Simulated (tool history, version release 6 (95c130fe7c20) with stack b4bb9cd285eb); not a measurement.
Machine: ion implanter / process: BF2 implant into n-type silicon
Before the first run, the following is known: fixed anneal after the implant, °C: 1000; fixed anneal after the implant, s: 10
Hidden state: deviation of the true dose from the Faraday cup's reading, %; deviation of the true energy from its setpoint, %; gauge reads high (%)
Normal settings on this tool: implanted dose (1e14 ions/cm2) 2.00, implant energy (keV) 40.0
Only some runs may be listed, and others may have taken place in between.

run	hour	implanted dose (1e14 ions/cm2)	implant energy (keV)	wafers since the last listed run	hours since the last dose calibration	hours since the extraction supply was calibrated	hours since the gauge calibration	read-back reference wafer on the same gauge, sheet resistance	sheet resistance of the implanted and annealed layer (ohm/square)
1	0.0	2.00	40.0	0	649.3	2066.5	512.3	691.22	592.97
2	38.8	2.00	40.0	632	688.1	2105.3	551.1	691.16	591.90
3	242.7	2.00	40.0	3326	892.0	2309.2	755.0	690.99	596.92
4	286.5	2.00	40.0	714	935.8	2353.0	798.8	691.51	600.76
5	356.3	2.00	40.0	1138	1005.6	2422.8	868.6	690.99	599.18
6	393.3	2.00	40.0	603	1042.6	2459.8	905.6	690.83	603.39
# hour 422.1: extraction supply calibrated
7	433.8	2.00	40.0	530	1083.1	11.7	946.1	690.82	601.90
8	479.2	2.00	40.0	740	1128.5	57.1	991.5	690.89	603.61
9	550.2	1.78	50.5	1158	1199.5	128.1	1062.5	690.98	649.69
10	588.5	2.41	40.0	624	1237.8	166.4	1100.8	691.22	524.63
# hour 620.9: gauge calibrated
11	634.5	1.48	33.5	750	1283.8	212.4	13.6	690.59	784.78
# hour 698.2: Faraday cup replaced and dose calibrated
12	703.7	2.58	44.5	998	5.5	281.6	82.8	690.24	470.78
13	767.9	2.46	31.5	1047	69.7	345.8	147.0	691.09	501.32
14	839.1	1.81	40.0	1161	140.9	417.0	218.2	690.86	632.36
15	873.3	2.44	48.0	557	175.1	451.2	252.4	691.26	488.83
16	901.9	2.00	40.0	466	203.7	479.8	281.0	690.63	584.88
17	961.7	1.84	40.0	975	263.5	539.6	340.8	691.27	626.75

The same runs without the tool's hidden state, with the same run-to-run variation:
run	sheet resistance of the implanted and annealed layer (ohm/square)
1	585.85
2	584.12
3	584.90
4	587.62
5	584.31
6	587.43
7	584.85
8	585.19
9	628.06
10	504.93
11	754.22
12	472.31
13	502.89
14	634.00
15	490.04
16	586.14
17	627.71
